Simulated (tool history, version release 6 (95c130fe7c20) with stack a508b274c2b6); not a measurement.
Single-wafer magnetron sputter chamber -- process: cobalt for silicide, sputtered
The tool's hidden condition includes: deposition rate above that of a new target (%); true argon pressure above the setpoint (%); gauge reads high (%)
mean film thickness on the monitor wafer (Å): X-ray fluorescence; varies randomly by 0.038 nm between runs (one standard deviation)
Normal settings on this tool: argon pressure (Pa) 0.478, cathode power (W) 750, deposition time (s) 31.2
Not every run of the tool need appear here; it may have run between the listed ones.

run,day,argon pressure (Pa),cathode power (W),deposition time (s),wafers since the last listed run,wafers on the sputter target,hours since the last manometer calibration,hours since the magnet pack was replaced,hours since the gauge calibration,"read-back reference wafer on the same gauge, thickness_nm",mean film thickness on the monitor wafer (Å)
1,0.000,0.478,750,31.2,0,2176,1661.0,8259.9,992.1,11.100,113.83
2,1.942,0.478,750,31.2,703,2879,1707.6,8306.5,1038.7,11.098,114.04
3,4.067,0.478,750,31.2,769,3649,1758.6,8357.5,1089.7,11.103,113.24
4,7.092,0.337,750,31.2,1095,4744,1831.2,8430.1,1162.3,11.099,116.23
5,10.542,0.337,750,31.2,1249,5993,1914.0,8512.9,1245.1,11.102,115.10
# day 11.483: gauge calibrated
6,12.438,0.432,750,26.4,686,6680,1959.5,8558.4,22.9,11.109,95.45
# day 13.588: sputter target and shields replaced
7,15.121,0.478,750,31.2,850,555,2023.9,8622.8,87.3,11.103,114.17
8,20.729,0.478,750,31.2,2030,2586,2158.5,8757.4,221.9,11.100,112.98
9,25.146,0.478,750,31.2,1599,4186,2264.5,8863.4,327.9,11.104,113.34
10,27.904,0.609,750,31.2,998,5185,2330.7,8929.6,394.1,11.095,109.79
11,30.658,0.609,750,31.2,997,6182,2396.8,8995.7,460.2,11.095,109.34
# day 32.862: sputter target and shields replaced
# day 37.896: capacitance manometer re-zeroed and calibrated
12,40.417,0.478,750,31.2,3292,2615,60.5,9229.9,694.4,11.101,113.89
13,42.371,0.478,750,31.2,707,3322,107.4,9276.8,741.3,11.097,113.87
14,45.696,0.478,750,31.2,1204,4526,187.2,9356.6,821.1,11.097,112.80
# day 46.221: magnet pack replaced
15,48.508,0.528,750,31.2,897,5424,254.7,54.9,888.6,11.100,111.11
# day 55.204: sputter target and shields replaced
16,61.050,0.660,950,31.2,4420,2116,555.7,355.9,1189.6,11.100,125.79
17,63.150,0.478,750,31.2,760,2876,606.1,406.3,1240.0,11.097,113.37
18,65.867,0.363,850,37.2,983,3860,671.3,471.5,1305.2,11.100,148.71
19,68.338,0.478,750,31.2,894,4755,730.6,530.8,1364.5,11.098,112.30
20,71.612,0.586,600,26.9,1185,5941,809.2,609.4,1443.1,11.094,84.78

Forecast run 21:
21,75.225,0.478,750,31.2,1308,7249,895.9,696.1,1529.8,?,?

Run 21 produced read-back reference wafer on the same gauge, thickness_nm 11.104, mean film thickness on the monitor wafer (Å) 111.78.
The same run, on a tool lacking any hidden state, would have yielded mean film thickness on the monitor wafer (Å) 114.62.
